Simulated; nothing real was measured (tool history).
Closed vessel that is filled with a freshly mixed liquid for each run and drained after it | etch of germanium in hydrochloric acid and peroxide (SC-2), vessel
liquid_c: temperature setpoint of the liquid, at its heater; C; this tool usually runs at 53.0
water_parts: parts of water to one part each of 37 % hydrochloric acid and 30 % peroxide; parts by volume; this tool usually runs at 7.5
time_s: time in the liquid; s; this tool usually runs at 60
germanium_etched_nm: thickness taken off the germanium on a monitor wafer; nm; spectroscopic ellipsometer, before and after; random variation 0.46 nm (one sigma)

run,hour,liquid_c,water_parts,time_s,"read-back film thickness of the germanium reference wafer, read on the same gauge (nm)",germanium_etched_nm
1,0.0,53.0,7.5,60,140.01,230.60
# hour 2.5: chemicals flow meter replaced
2,38.4,53.0,7.5,60,140.05,231.07
# hour 94.4: new drum of peroxide connected
3,147.4,53.0,7.5,60,139.99,232.75
4,173.6,53.0,7.5,60,140.00,232.53
5,208.6,49.5,7.5,60,140.00,208.14
6,248.0,49.5,7.5,60,139.97,208.76
7,318.0,55.5,7.5,60,139.96,250.83
8,357.2,55.5,7.5,60,140.02,251.54
9,427.8,55.5,7.5,60,140.05,251.13
# hour 531.1: thermometer replaced
# hour 557.6: chemicals flow meter replaced
10,586.4,53.0,7.5,60,140.02,229.54
11,620.7,53.0,7.5,60,140.01,230.28
12,656.1,53.0,7.5,60,140.01,228.89
13,725.3,53.0,7.5,60,140.00,229.38
14,769.2,53.0,7.5,60,139.97,229.59
15,825.9,53.0,7.5,60,140.01,228.43
16,890.6,53.0,6.5,60,140.00,231.50
# hour 917.6: new drum of peroxide connected
17,945.3,53.0,5.0,85,139.98,334.27
18,1002.5,56.0,7.5,60,139.97,253.54
19,1071.7,53.0,9.5,60,140.01,227.68
# hour 1111.9: gauge calibrated
# hour 1121.0: chemicals flow meter replaced
20,1127.3,53.0,7.5,60,139.96,230.92
21,1151.3,53.0,7.5,60,139.99,231.27
22,1207.9,53.0,7.5,45,140.02,173.87
23,1246.5,47.5,9.0,95,139.99,304.00
24,1308.0,53.0,6.0,60,140.02,234.55
25,1355.2,53.0,7.5,60,139.96,231.03
26,1410.6,62.0,6.0,70,139.98,358.63
27,1439.2,53.0,7.5,60,140.03,230.68
28,1477.8,56.0,11.5,60,140.02,242.74
29,1529.1,53.0,7.5,60,139.97,232.08
30,1579.3,53.0,6.0,45,140.02,175.82
# hour 1633.0: new drum of peroxide connected
31,1641.6,49.5,10.0,60,140.00,204.50

Below are 3 alternative next runs, each starting from the tool's condition after run 31. Predict each:
A,1642.3,53.0,7.5,60,?,?
B,1642.3,53.0,7.5,75,?,?
C,1642.3,48.5,7.5,60,?,?

run,"read-back film thickness of the germanium reference wafer, read on the same gauge (nm)",germanium_etched_nm
A,140.02,232.03
B,140.02,290.04
C,140.02,201.31
Had the tool no hidden state, the same runs would have come out as:
run,germanium_etched_nm
A,229.43
B,286.78
C,198.97
